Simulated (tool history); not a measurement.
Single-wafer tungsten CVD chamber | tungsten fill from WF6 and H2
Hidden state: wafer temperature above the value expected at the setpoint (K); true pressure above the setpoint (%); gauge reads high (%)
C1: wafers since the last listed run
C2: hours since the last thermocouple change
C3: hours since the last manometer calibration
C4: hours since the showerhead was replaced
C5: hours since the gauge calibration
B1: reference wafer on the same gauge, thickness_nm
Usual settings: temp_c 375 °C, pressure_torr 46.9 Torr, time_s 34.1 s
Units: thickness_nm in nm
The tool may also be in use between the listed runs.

Run 1, hour 0: usual settings; C1 0; C2 1451.3; C3 1891.3; C4 5157.6; C5 393.1; B1 78.281. Result: thickness_nm 72.048 nm.
Run 2, hour 26.1: usual settings but temp_c 368 °C, pressure_torr 50.8 Torr; C1 852; C2 1477.4; C3 1917.4; C4 5183.7; C5 419.2; B1 78.248. Result: thickness_nm 62.884 nm.
Run 3, hour 55.7: usual settings but temp_c 368 °C, pressure_torr 50.8 Torr; C1 966; C2 1507; C3 1947; C4 5213.3; C5 448.8; B1 78.307. Result: thickness_nm 62.889 nm.
Run 4, hour 80.3: usual settings but temp_c 368 °C, pressure_torr 50.8 Torr; C1 803; C2 1531.6; C3 1971.6; C4 5237.9; C5 473.4; B1 78.348. Result: thickness_nm 62.609 nm.
Run 5, hour 130.9: usual settings but time_s 38.9 s; C1 1652; C2 1582.2; C3 2022.2; C4 5288.5; C5 524; B1 78.29. Result: thickness_nm 81.258 nm.
Run 6, hour 157.7: usual settings but temp_c 371 °C; C1 875; C2 1609; C3 2049; C4 5315.3; C5 550.8; B1 78.28. Result: thickness_nm 64.811 nm.
Run 7, hour 189.6: usual settings but temp_c 371 °C; C1 1041; C2 1640.9; C3 2080.9; C4 5347.2; C5 582.7; B1 78.289. Result: thickness_nm 64.618 nm.
Run 8, hour 211: usual settings; C1 698; C2 1662.3; C3 2102.3; C4 5368.6; C5 604.1; B1 78.274. Result: thickness_nm 70.851 nm.
At hour 245.8: capacitance manometer re-zeroed and calibrated.
At hour 272.7: thermocouple changed; heater temperature recalibrated.
Run 9, hour 317.2: usual settings; C1 2945; C2 44.5; C3 71.4; C4 5474.8; C5 710.3; B1 78.263. Result: thickness_nm 67.95 nm.
Run 10, hour 332.6: usual settings; C1 502; C2 59.9; C3 86.8; C4 5490.2; C5 725.7; B1 78.274. Result: thickness_nm 67.85 nm.
At hour 347.1: showerhead replaced.
At hour 366.9: thermocouple changed; heater temperature recalibrated, repeated, since the last time left the tool worse.
Run 11, hour 367.4: usual settings; C1 613; C2 0.5; C3 121.6; C4 20.3; C5 760.5; B1 78.31. Result: thickness_nm 74.454 nm.
Run 12, hour 379.3: usual settings but temp_c 362 °C, pressure_torr 52 Torr, time_s 37 s; C1 388; C2 12.4; C3 133.5; C4 32.2; C5 772.4; B1 78.343. Result: thickness_nm 61.549 nm.
Run 13, hour 400.1: usual settings; C1 679; C2 33.2; C3 154.3; C4 53; C5 793.2; B1 78.306. Result: thickness_nm 74.294 nm.
At hour 410.9: gauge calibrated.
Run 14, hour 500.5: usual settings; C1 3278; C2 133.6; C3 254.7; C4 153.4; C5 89.6; B1 78.292. Result: thickness_nm 74.356 nm.
Run 15, hour 512.7: usual settings but temp_c 387 °C, pressure_torr 56.7 Torr, time_s 36.7 s; C1 398; C2 145.8; C3 266.9; C4 165.6; C5 101.8; B1 78.287. Result: thickness_nm 114.944 nm.
Run 16, hour 545.5: usual settings but temp_c 368 °C, pressure_torr 54.4 Torr, time_s 39.2 s; C1 1071; C2 178.6; C3 299.7; C4 198.4; C5 134.6; B1 78.285. Result: thickness_nm 77.172 nm.
Run 17, hour 568.9: usual settings; C1 764; C2 202; C3 323.1; C4 221.8; C5 158; B1 78.318. Result: thickness_nm 74.243 nm.
Run 18, hour 583.1: usual settings but pressure_torr 39.1 Torr, time_s 32 s; C1 463; C2 216.2; C3 337.3; C4 236; C5 172.2; B1 78.261. Result: thickness_nm 63.733 nm.
Run 19, hour 596.2: usual settings; C1 427; C2 229.3; C3 350.4; C4 249.1; C5 185.3; B1 78.289. Result: thickness_nm 74.018 nm.
Run 20, hour 628.2: usual settings but time_s 28.5 s; C1 1045; C2 261.3; C3 382.4; C4 281.1; C5 217.3; B1 78.338. Result: thickness_nm 62.043 nm.
Run 21, hour 644.2: usual settings but time_s 38.7 s; C1 522; C2 277.3; C3 398.4; C4 297.1; C5 233.3; B1 78.291. Result: thickness_nm 84.334 nm.
Run 22, hour 660.3: usual settings but time_s 37.3 s; C1 525; C2 293.4; C3 414.5; C4 313.2; C5 249.4; B1 78.318. Result: thickness_nm 81.414 nm.

5 ways to go on from here, each from the tool as it stands after run 22. What would each give?
Run A, hour 660.7: usual settings but pressure_torr 35.8 Torr; C1 13; C2 293.8; C3 414.9; C4 313.6; C5 249.8; B1 ?. Result: thickness_nm ?.
Run B, hour 660.7: usual settings but temp_c 389 °C, pressure_torr 35.8 Torr; C1 13; C2 293.8; C3 414.9; C4 313.6; C5 249.8; B1 ?. Result: thickness_nm ?.
Run C, hour 660.7: usual settings but temp_c 370 °C; C1 13; C2 293.8; C3 414.9; C4 313.6; C5 249.8; B1 ?. Result: thickness_nm ?.
Run D, hour 660.7: usual settings but temp_c 385 °C, time_s 30.1 s; C1 13; C2 293.8; C3 414.9; C4 313.6; C5 249.8; B1 ?. Result: thickness_nm ?.
Run E, hour 660.7: usual settings but temp_c 387 °C, pressure_torr 41.3 Torr, time_s 36.8 s; C1 13; C2 293.8; C3 414.9; C4 313.6; C5 249.8; B1 ?. Result: thickness_nm ?.

run      B1  thickness_nm
  A  78.261        64.949
  B  78.261        89.433
  C  78.261        65.706
  D  78.261         82.28
  E  78.261        99.069
Without the tool's hidden state the same runs would have given:
run  thickness_nm
  A        65.243
  B        89.804
  C        66.012
  D        82.634
  E        99.493

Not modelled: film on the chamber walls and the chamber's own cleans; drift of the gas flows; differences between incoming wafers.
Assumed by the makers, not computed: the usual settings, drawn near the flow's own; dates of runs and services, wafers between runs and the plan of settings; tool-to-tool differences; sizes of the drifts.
